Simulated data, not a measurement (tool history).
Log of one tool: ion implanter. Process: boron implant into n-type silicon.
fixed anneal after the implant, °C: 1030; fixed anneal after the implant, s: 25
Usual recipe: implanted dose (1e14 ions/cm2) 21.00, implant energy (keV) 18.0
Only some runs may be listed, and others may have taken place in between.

| run | hour | implanted dose (1e14 ions/cm2) | implant energy (keV) | wafers since the last listed run | hours since the last dose calibration | hours since the extraction supply was calibrated | hours since the gauge calibration | read-back reference wafer on the same gauge, sheet resistance | sheet resistance of the implanted and annealed layer (ohm/square) |
|---|---|---|---|---|---|---|---|---|---|
| 1 | 0.0 | 21.00 | 18.0 | 0 | 835.7 | 4978.0 | 420.2 | 63.27 | 69.34 |
| 2 | 48.8 | 21.00 | 18.0 | 650 | 884.5 | 5026.8 | 469.0 | 63.15 | 69.32 |
| 3 | 91.4 | 21.00 | 18.0 | 567 | 927.1 | 5069.4 | 511.6 | 63.22 | 69.21 |
| 4 | 142.8 | 21.00 | 18.0 | 685 | 978.5 | 5120.8 | 563.0 | 63.21 | 69.55 |
| 5 | 222.2 | 21.00 | 18.0 | 1058 | 1057.9 | 5200.2 | 642.4 | 63.20 | 69.60 |
| 6 | 486.2 | 21.00 | 18.0 | 3518 | 1321.9 | 5464.2 | 906.4 | 63.16 | 69.43 |
| 7 | 562.3 | 21.00 | 18.0 | 1014 | 1398.0 | 5540.3 | 982.5 | 63.22 | 69.74 |
| 8 | 667.7 | 21.00 | 18.0 | 1404 | 1503.4 | 5645.7 | 1087.9 | 63.21 | 69.39 |
|  | 729.1 | extraction supply calibrated |
| 9 | 767.0 | 21.00 | 18.0 | 1216 | 1602.7 | 37.9 | 1187.2 | 63.20 | 69.73 |
|  | 801.1 | Faraday cup replaced and dose calibrated |
| 10 | 861.5 | 21.00 | 18.0 | 1152 | 60.4 | 132.4 | 1281.7 | 63.16 | 67.87 |
| 11 | 899.8 | 21.00 | 18.0 | 510 | 98.7 | 170.7 | 1320.0 | 63.22 | 67.79 |
| 12 | 945.0 | 21.00 | 16.0 | 602 | 143.9 | 215.9 | 1365.2 | 63.25 | 70.61 |
|  | 981.0 | gauge calibrated |
| 13 | 990.4 | 24.86 | 20.5 | 605 | 189.3 | 261.3 | 9.4 | 63.12 | 59.78 |
| 14 | 1088.5 | 26.41 | 12.5 | 1307 | 287.4 | 359.4 | 107.5 | 63.20 | 71.70 |
| 15 | 1187.5 | 21.00 | 21.0 | 1319 | 386.4 | 458.4 | 206.5 | 63.14 | 66.02 |
| 16 | 1280.9 | 25.67 | 23.0 | 1244 | 479.8 | 551.8 | 299.9 | 63.14 | 57.45 |
| 17 | 1377.4 | 23.17 | 12.0 | 1286 | 576.3 | 648.3 | 396.4 | 63.18 | 76.03 |
| 18 | 1446.1 | 26.26 | 18.0 | 915 | 645.0 | 717.0 | 465.1 | 63.10 | 61.55 |
| 19 | 1488.6 | 18.71 | 18.0 | 566 | 687.5 | 759.5 | 507.6 | 63.19 | 74.09 |

Consider 5 possible next runs. They are alternatives, not a sequence: every one starts from the tool as it was left by run 19. What does each give?
| A | 1489.0 | 15.14 | 18.0 | 5 | 687.9 | 759.9 | 508.0 | ? | ? |
| B | 1489.0 | 18.23 | 13.5 | 5 | 687.9 | 759.9 | 508.0 | ? | ? |
| C | 1489.0 | 16.29 | 18.0 | 5 | 687.9 | 759.9 | 508.0 | ? | ? |
| D | 1489.0 | 17.44 | 12.5 | 5 | 687.9 | 759.9 | 508.0 | ? | ? |
| E | 1489.0 | 14.75 | 20.0 | 5 | 687.9 | 759.9 | 508.0 | ? | ? |

| run | read-back reference wafer on the same gauge, sheet resistance | sheet resistance of the implanted and annealed layer (ohm/square) |
|---|---|---|
| A | 63.24 | 85.59 |
| B | 63.24 | 81.26 |
| C | 63.24 | 81.22 |
| D | 63.24 | 85.17 |
| E | 63.24 | 85.98 |
The same runs, with their run-to-run variation unchanged, on a tool lacking any hidden condition would have given:
| run | sheet resistance of the implanted and annealed layer (ohm/square) |
|---|---|
| A | 83.18 |
| B | 79.61 |
| C | 79.03 |
| D | 83.46 |
| E | 83.43 |
